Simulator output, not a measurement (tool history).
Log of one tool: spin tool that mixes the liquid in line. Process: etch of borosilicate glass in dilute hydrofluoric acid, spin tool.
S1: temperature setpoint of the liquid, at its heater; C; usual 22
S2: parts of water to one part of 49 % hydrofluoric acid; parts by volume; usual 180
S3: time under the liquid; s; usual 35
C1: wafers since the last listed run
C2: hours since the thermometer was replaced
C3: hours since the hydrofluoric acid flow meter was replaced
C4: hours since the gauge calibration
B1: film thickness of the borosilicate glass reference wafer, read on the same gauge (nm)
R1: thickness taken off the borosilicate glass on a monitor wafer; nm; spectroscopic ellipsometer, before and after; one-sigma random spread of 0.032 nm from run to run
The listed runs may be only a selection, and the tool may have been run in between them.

Run 1, hour 0: usual settings; C1 0; C2 971.2; C3 602.4; C4 1720.3; B1 150.008. Result: R1 5.054 nm.
Run 2, hour 71.5: usual settings; C1 637; C2 1042.7; C3 673.9; C4 1791.8; B1 150.009. Result: R1 5.087 nm.
Run 3, hour 109.7: usual settings; C1 340; C2 1080.9; C3 712.1; C4 1830; B1 150.001. Result: R1 5.029 nm.
Run 4, hour 167.6: usual settings; C1 516; C2 1138.8; C3 770; C4 1887.9; B1 150.015. Result: R1 5.06 nm.
At hour 195.1: gauge calibrated.
Run 5, hour 237.6: usual settings but S1 19 C; C1 624; C2 1208.8; C3 840; C4 42.5; B1 150.009. Result: R1 4.46 nm.
Run 6, hour 340.5: usual settings but S3 50 s; C1 917; C2 1311.7; C3 942.9; C4 145.4; B1 149.994. Result: R1 7.135 nm.
Run 7, hour 430.5: usual settings but S3 50 s; C1 802; C2 1401.7; C3 1032.9; C4 235.4; B1 149.985. Result: R1 7.159 nm.
Run 8, hour 477.6: usual settings but S2 145 parts by volume; C1 419; C2 1448.8; C3 1080; C4 282.5; B1 149.995. Result: R1 6.404 nm.
Run 9, hour 564.1: usual settings; C1 771; C2 1535.3; C3 1166.5; C4 369; B1 149.992. Result: R1 5.039 nm.
Run 10, hour 616.2: usual settings but S2 110 parts by volume; C1 464; C2 1587.4; C3 1218.6; C4 421.1; B1 150.018. Result: R1 8.88 nm.
Run 11, hour 664.1: usual settings; C1 427; C2 1635.3; C3 1266.5; C4 469; B1 150.015. Result: R1 5.021 nm.
Run 12, hour 744.1: usual settings but S2 235 parts by volume; C1 713; C2 1715.3; C3 1346.5; C4 549; B1 149.993. Result: R1 3.599 nm.
Run 13, hour 809.7: usual settings but S2 235 parts by volume; C1 584; C2 1780.9; C3 1412.1; C4 614.6; B1 150.004. Result: R1 3.669 nm.
Run 14, hour 916.2: usual settings but S2 235 parts by volume; C1 949; C2 1887.4; C3 1518.6; C4 721.1; B1 150.002. Result: R1 3.595 nm.
Run 15, hour 976.9: usual settings but S2 160 parts by volume; C1 541; C2 1948.1; C3 1579.3; C4 781.8; B1 150.01. Result: R1 5.702 nm.
Run 16, hour 1029.3: usual settings but S1 17 C, S2 125 parts by volume, S3 30 s; C1 467; C2 2000.5; C3 1631.7; C4 834.2; B1 150.001. Result: R1 5.321 nm.
Run 17, hour 1216.3: usual settings but S1 20 C, S2 145 parts by volume; C1 1667; C2 2187.5; C3 1818.7; C4 1021.2; B1 149.998. Result: R1 5.931 nm.
Run 18, hour 1313.4: usual settings; C1 865; C2 2284.6; C3 1915.8; C4 1118.3; B1 149.991. Result: R1 5.031 nm.
Run 19, hour 1387.8: usual settings but S1 19.5 C, S2 130 parts by volume, S3 50 s; C1 663; C2 2359; C3 1990.2; C4 1192.7; B1 149.996. Result: R1 9.303 nm.
Run 20, hour 1461.1: usual settings; C1 653; C2 2432.3; C3 2063.5; C4 1266; B1 149.995. Result: R1 4.962 nm.
Run 21, hour 1563.1: usual settings but S1 23.5 C, S2 140 parts by volume, S3 40 s; C1 909; C2 2534.3; C3 2165.5; C4 1368; B1 150.002. Result: R1 8.076 nm.
At hour 1601.7: hydrofluoric acid flow meter replaced.
Run 22, hour 1609.7: usual settings; C1 406; C2 2580.9; C3 8; C4 1414.6; B1 149.984. Result: R1 4.694 nm.
At hour 1649.7: thermometer replaced.
At hour 1682.5: gauge calibrated.
Run 23, hour 1692.9: usual settings; C1 732; C2 43.2; C3 91.2; C4 10.4; B1 149.974. Result: R1 5.177 nm.
Run 24, hour 1787.7: usual settings but S1 19 C, S3 30 s; C1 845; C2 138; C3 186; C4 105.2; B1 149.998. Result: R1 3.926 nm.
Run 25, hour 1965.7: usual settings but S3 30 s; C1 1587; C2 316; C3 364; C4 283.2; B1 149.993. Result: R1 4.369 nm.
Run 26, hour 2062.6: usual settings but S1 18 C, S2 135 parts by volume, S3 20 s; C1 863; C2 412.9; C3 460.9; C4 380.1; B1 149.995. Result: R1 3.48 nm.
Run 27, hour 2337.6: usual settings but S1 18 C; C1 2451; C2 687.9; C3 735.9; C4 655.1; B1 150.014. Result: R1 4.371 nm.
Run 28, hour 2413.8: usual settings but S3 20 s; C1 679; C2 764.1; C3 812.1; C4 731.3; B1 150.016. Result: R1 2.921 nm.
Run 29, hour 2456.2: usual settings but S1 20.5 C, S2 145 parts by volume; C1 378; C2 806.5; C3 854.5; C4 773.7; B1 149.997. Result: R1 6.238 nm.
Run 30, hour 2556: usual settings but S1 18.5 C, S2 235 parts by volume, S3 25 s; C1 889; C2 906.3; C3 954.3; C4 873.5; B1 149.997. Result: R1 2.341 nm.
Run 31, hour 2629.3: usual settings but S1 25.5 C, S2 220 parts by volume, S3 20 s; C1 653; C2 979.6; C3 1027.6; C4 946.8; B1 150.016. Result: R1 2.615 nm.
Run 32, hour 2719.4: usual settings but S1 23.5 C; C1 803; C2 1069.7; C3 1117.7; C4 1036.9; B1 150.004. Result: R1 5.431 nm.
Run 33, hour 2800.2: usual settings; C1 720; C2 1150.5; C3 1198.5; C4 1117.7; B1 150.003. Result: R1 5.181 nm.

Each run again, without the hidden state but with its own random variation kept:
Hidden state at play: liquid colder than its thermometer reads (K); hydrofluoric acid flow above the setpoint (%); gauge reads high (%).
run     R1
  1  5.137
  2  5.174
  3  5.118
  4   5.15
  5   4.55
  6  7.273
  7  7.301
  8  6.546
  9  5.144
 10  9.109
 11   5.13
 12  3.667
 13  3.739
 14  3.666
 15  5.847
 16  5.496
 17  6.115
 18  5.166
 19  9.624
 20  5.102
 21   8.33
 22  5.096
 23  5.154
 24  3.913
 25  4.359
 26  3.479
 27  4.376
 28  2.922
 29  6.255
 30  2.343
 31  2.612
 32  5.442
 33  5.197
